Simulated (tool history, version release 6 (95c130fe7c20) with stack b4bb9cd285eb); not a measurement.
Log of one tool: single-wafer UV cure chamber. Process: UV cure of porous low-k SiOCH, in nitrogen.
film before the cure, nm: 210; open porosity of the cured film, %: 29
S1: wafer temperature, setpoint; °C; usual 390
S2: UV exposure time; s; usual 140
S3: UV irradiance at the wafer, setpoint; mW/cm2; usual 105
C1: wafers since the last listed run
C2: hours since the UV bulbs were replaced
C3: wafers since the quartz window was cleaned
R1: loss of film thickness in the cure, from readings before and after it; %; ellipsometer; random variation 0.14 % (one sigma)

run	hour	S1	S2	S3	C1	C2	C3	R1
1	0.0	390	140	105	0	1971.6	1327	11.456
2	7.2	390	195	105	49	1978.8	1377	13.039
3	23.4	390	195	105	111	1995.0	1488	12.644
4	38.5	390	140	105	103	2010.1	1592	11.131
5	49.1	390	140	105	72	2020.7	1665	10.970
6	62.8	390	140	105	94	2034.4	1759	11.169
7	75.2	390	140	105	85	2046.8	1844	11.041
8	87.9	390	140	105	87	2059.5	1932	10.999
9	95.4	390	140	105	51	2067.0	1983	10.793
# hour 108.1: quartz window cleaned
10	108.6	390	140	105	35	2080.2	3	12.594
11	110.5	390	140	105	13	2082.1	16	12.347
12	140.4	390	60	105	205	2112.0	221	8.137
13	150.9	380	140	124	72	2122.5	294	12.837

Run 14 comes next. What will it give?
# hour 166.7: UV bulbs replaced
14	167.5	390	140	142	59	0.8	353	?

{"run 14": {"R1": 13.97}}
Without the tool's hidden state the same run would have given R1 14.269 %.

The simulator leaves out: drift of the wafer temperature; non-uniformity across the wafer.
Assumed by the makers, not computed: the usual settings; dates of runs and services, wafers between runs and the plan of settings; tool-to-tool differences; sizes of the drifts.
